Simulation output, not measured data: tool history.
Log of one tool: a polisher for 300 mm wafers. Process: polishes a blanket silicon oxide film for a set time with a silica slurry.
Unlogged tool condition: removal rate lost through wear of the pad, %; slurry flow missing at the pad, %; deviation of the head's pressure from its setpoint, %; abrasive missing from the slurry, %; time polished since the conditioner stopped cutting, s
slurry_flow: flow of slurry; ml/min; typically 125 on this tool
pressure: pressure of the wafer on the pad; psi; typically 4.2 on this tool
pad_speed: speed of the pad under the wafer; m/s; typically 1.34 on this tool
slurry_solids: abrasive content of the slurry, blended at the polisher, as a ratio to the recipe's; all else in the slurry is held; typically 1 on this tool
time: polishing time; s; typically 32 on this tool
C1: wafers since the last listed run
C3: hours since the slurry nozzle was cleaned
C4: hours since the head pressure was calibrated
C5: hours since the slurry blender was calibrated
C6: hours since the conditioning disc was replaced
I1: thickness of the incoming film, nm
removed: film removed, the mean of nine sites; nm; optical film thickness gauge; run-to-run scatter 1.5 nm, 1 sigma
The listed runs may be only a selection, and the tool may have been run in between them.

{"run": 1, "hour": 0.0, "slurry_flow": 125, "pressure": 4.2, "pad_speed": 1.34, "slurry_solids": 1, "time": 32, "C1": 0, "wafers polished on this pad": 2668, "C3": 207.2, "C4": 952.1, "C5": 207.4, "C6": 441.7, "I1": 1350.5, "removed": 113.1}
{"hour": 7.4, "done": "worn pad replaced by a new one"}
{"run": 2, "hour": 18.0, "slurry_flow": 125, "pressure": 4.2, "pad_speed": 1.34, "slurry_solids": 1, "time": 32, "C1": 158, "wafers polished on this pad": 119, "C3": 225.2, "C4": 970.1, "C5": 225.4, "C6": 459.7, "I1": 1346, "removed": 113.6}
{"hour": 37.3, "done": "slurry blender recalibrated"}
{"hour": 42.2, "done": "conditioning disc replaced and pad reconditioned"}
{"hour": 60.3, "done": "slurry nozzle cleaned"}
{"run": 3, "hour": 78.4, "slurry_flow": 125, "pressure": 4.2, "pad_speed": 1.34, "slurry_solids": 1, "time": 32, "C1": 626, "wafers polished on this pad": 745, "C3": 18.1, "C4": 1030.5, "C5": 41.1, "C6": 36.2, "I1": 1351.3, "removed": 122.5}
{"run": 4, "hour": 107.3, "slurry_flow": 125, "pressure": 4.9, "pad_speed": 1.34, "slurry_solids": 1, "time": 32, "C1": 326, "wafers polished on this pad": 1072, "C3": 47, "C4": 1059.4, "C5": 70, "C6": 65.1, "I1": 1334.7, "removed": 139.3}
{"run": 5, "hour": 142.5, "slurry_flow": 125, "pressure": 4.9, "pad_speed": 1.34, "slurry_solids": 1, "time": 32, "C1": 397, "wafers polished on this pad": 1470, "C3": 82.2, "C4": 1094.6, "C5": 105.2, "C6": 100.3, "I1": 1317.7, "removed": 134}
{"run": 6, "hour": 160.0, "slurry_flow": 125, "pressure": 4.9, "pad_speed": 1.34, "slurry_solids": 1, "time": 32, "C1": 197, "wafers polished on this pad": 1668, "C3": 99.7, "C4": 1112.1, "C5": 122.7, "C6": 117.8, "I1": 1338.9, "removed": 134.8}
{"run": 7, "hour": 193.5, "slurry_flow": 125, "pressure": 2.9, "pad_speed": 1.34, "slurry_solids": 1, "time": 32, "C1": 378, "wafers polished on this pad": 2046, "C3": 133.2, "C4": 1145.6, "C5": 156.2, "C6": 151.3, "I1": 1338.3, "removed": 78.4}
{"run": 8, "hour": 219.8, "slurry_flow": 105, "pressure": 4.2, "pad_speed": 0.98, "slurry_solids": 1.3, "time": 42, "C1": 297, "wafers polished on this pad": 2344, "C3": 159.5, "C4": 1171.9, "C5": 182.5, "C6": 177.6, "I1": 1323.5, "removed": 127.8}
{"hour": 223.7, "done": "slurry blender recalibrated"}
{"run": 9, "hour": 244.6, "slurry_flow": 125, "pressure": 4.2, "pad_speed": 1.34, "slurry_solids": 1, "time": 32, "C1": 257, "wafers polished on this pad": 2601, "C3": 184.3, "C4": 1196.7, "C5": 20.9, "C6": 202.4, "I1": 1332.9, "removed": 125.1}
{"hour": 251.4, "done": "worn pad replaced by a new one"}
{"run": 10, "hour": 273.6, "slurry_flow": 125, "pressure": 4.2, "pad_speed": 1.34, "slurry_solids": 1, "time": 32, "C1": 282, "wafers polished on this pad": 250, "C3": 213.3, "C4": 1225.7, "C5": 49.9, "C6": 231.4, "I1": 1347.1, "removed": 119.4}
{"run": 11, "hour": 304.1, "slurry_flow": 125, "pressure": 4.2, "pad_speed": 1.34, "slurry_solids": 1, "time": 22, "C1": 344, "wafers polished on this pad": 595, "C3": 243.8, "C4": 1256.2, "C5": 80.4, "C6": 261.9, "I1": 1354.9, "removed": 79.7}
{"run": 12, "hour": 324.2, "slurry_flow": 155, "pressure": 3.4, "pad_speed": 1.34, "slurry_solids": 1, "time": 39, "C1": 227, "wafers polished on this pad": 822, "C3": 263.9, "C4": 1276.3, "C5": 100.5, "C6": 282, "I1": 1323.5, "removed": 114.9}
{"hour": 328.1, "done": "head pressure recalibrated"}
{"hour": 351.2, "done": "slurry nozzle cleaned"}
{"run": 13, "hour": 356.8, "slurry_flow": 170, "pressure": 4.8, "pad_speed": 1.34, "slurry_solids": 1, "time": 23, "C1": 334, "wafers polished on this pad": 1157, "C3": 5.6, "C4": 28.7, "C5": 133.1, "C6": 314.6, "I1": 1358.4, "removed": 112.3}
{"run": 14, "hour": 383.0, "slurry_flow": 125, "pressure": 4.2, "pad_speed": 1.34, "slurry_solids": 1, "time": 32, "C1": 296, "wafers polished on this pad": 1453, "C3": 31.8, "C4": 54.9, "C5": 159.3, "C6": 340.8, "I1": 1335.9, "removed": 128.5}
{"run": 15, "hour": 404.0, "slurry_flow": 150, "pressure": 4.7, "pad_speed": 1.66, "slurry_solids": 1, "time": 32, "C1": 237, "wafers polished on this pad": 1690, "C3": 52.8, "C4": 75.9, "C5": 180.3, "C6": 361.8, "I1": 1345.7, "removed": 174.3}
{"hour": 411.6, "done": "slurry blender recalibrated"}
{"run": 16, "hour": 424.7, "slurry_flow": 125, "pressure": 4.2, "pad_speed": 1.34, "slurry_solids": 1, "time": 32, "C1": 211, "wafers polished on this pad": 1902, "C3": 73.5, "C4": 96.6, "C5": 13.1, "C6": 382.5, "I1": 1367.7, "removed": 139.9}
{"run": 17, "hour": 437.2, "slurry_flow": 155, "pressure": 4.2, "pad_speed": 1.2, "slurry_solids": 1, "time": 41, "C1": 141, "wafers polished on this pad": 2043, "C3": 86, "C4": 109.1, "C5": 25.6, "C6": 395, "I1": 1323.7, "removed": 172}
{"run": 18, "hour": 458.7, "slurry_flow": 125, "pressure": 4.2, "pad_speed": 1.34, "slurry_solids": 1, "time": 32, "C1": 243, "wafers polished on this pad": 2286, "C3": 107.5, "C4": 130.6, "C5": 47.1, "C6": 416.5, "I1": 1346.9, "removed": 138.7}
{"hour": 466.6, "done": "conditioning disc replaced and pad reconditioned"}
{"hour": 473.0, "done": "worn pad replaced by a new one"}
{"run": 19, "hour": 482.0, "slurry_flow": 125, "pressure": 4.2, "pad_speed": 1.34, "slurry_solids": 1, "time": 32, "C1": 195, "wafers polished on this pad": 101, "C3": 130.8, "C4": 153.9, "C5": 70.4, "C6": 15.4, "I1": 1338.3, "removed": 136.5}
{"run": 20, "hour": 514.8, "slurry_flow": 125, "pressure": 4.2, "pad_speed": 1.34, "slurry_solids": 1, "time": 35, "C1": 370, "wafers polished on this pad": 472, "C3": 163.6, "C4": 186.7, "C5": 103.2, "C6": 48.2, "I1": 1326.7, "removed": 143.8}
{"run": 21, "hour": 532.5, "slurry_flow": 100, "pressure": 4.2, "pad_speed": 1.56, "slurry_solids": 1.2, "time": 32, "C1": 200, "wafers polished on this pad": 672, "C3": 181.3, "C4": 204.4, "C5": 120.9, "C6": 65.9, "I1": 1315.2, "removed": 154}
{"run": 22, "hour": 555.3, "slurry_flow": 90, "pressure": 4.2, "pad_speed": 1.22, "slurry_solids": 1.15, "time": 41, "C1": 257, "wafers polished on this pad": 930, "C3": 204.1, "C4": 227.2, "C5": 143.7, "C6": 88.7, "I1": 1342.9, "removed": 158}
{"run": 23, "hour": 582.2, "slurry_flow": 85, "pressure": 4.2, "pad_speed": 1.56, "slurry_solids": 1, "time": 32, "C1": 304, "wafers polished on this pad": 1234, "C3": 231, "C4": 254.1, "C5": 170.6, "C6": 115.6, "I1": 1329.2, "removed": 134.4}

Run 24 comes next. What will it give?
{"run": 24, "hour": 597.0, "slurry_flow": 125, "pressure": 4.2, "pad_speed": 1.22, "slurry_solids": 1, "time": 32, "C1": 167, "wafers polished on this pad": 1401, "C3": 245.8, "C4": 268.9, "C5": 185.4, "C6": 130.4, "I1": 1343.1, "removed": "?"}

Run 24 gave removed 117.9 nm.
Without the tool's hidden state the same run would have given removed 131.3 nm.
